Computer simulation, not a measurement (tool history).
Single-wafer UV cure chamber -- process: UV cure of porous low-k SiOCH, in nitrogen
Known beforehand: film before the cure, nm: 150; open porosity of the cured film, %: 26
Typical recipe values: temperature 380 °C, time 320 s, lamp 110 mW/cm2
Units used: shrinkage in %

run   hour  temperature  time  lamp  shrinkage
  1      0          380   320   110     15.568
  2    8.7          380   320   110      15.61
  3     24          380   210   110     13.663
  4   41.7          386   320   110     15.877
  5   55.8          380   320   110     15.485
     105.5  -- quartz window cleaned
  6    106          380   320   110     16.563
  7  113.8          380   320   110     16.494
  8  124.8          380   370   110     17.217
  9  131.3          380   370   110     17.105
 10    138          380   410   110     18.031
 11  150.6          380   410   110     17.826
 12  158.2          372   490    81     17.098
 13  170.8          386   375   110     17.628
 14  185.6          363   160   126     12.897
 15  206.9          380   320   125       17.3
 16  216.5          380   320   110     16.378
     225.6  -- UV bulbs replaced
 17  230.9          365   415    91     16.093
 18    246          371   190   110     13.104
 19    252          380   320   110      16.59
 20  261.9          391   215   135     15.612
 21  269.9          380   390    97     16.393
 22  284.7          380   320    74       13.7
 23  295.8          380   320    81     14.523

Some steps in shrinkage, run to run, broken into two amounts with sign: the step expected even without the hidden condition (settings, incoming material, random variation), and the rest, left for the hidden condition together with whatever gauge scatter is not in both the measured and the hidden-condition-free result:
Hidden conditions of the tool in this case: lamp output below its setpoint, %; transmission lost against a clean window, %.
Run 5 -> 6: quartz window cleaned. shrinkage +1.078 %: hidden state +1.04, all else +0.038.
Run 13 -> 14: temperature 386 -> 363, time 375 -> 160, lamp 110 -> 126. shrinkage -4.731 %: hidden state -0.017, all else -4.714.
Run 14 -> 15: temperature 363 -> 380, time 160 -> 320, lamp 126 -> 125. shrinkage +4.403 %: hidden state -0.109, all else +4.512.

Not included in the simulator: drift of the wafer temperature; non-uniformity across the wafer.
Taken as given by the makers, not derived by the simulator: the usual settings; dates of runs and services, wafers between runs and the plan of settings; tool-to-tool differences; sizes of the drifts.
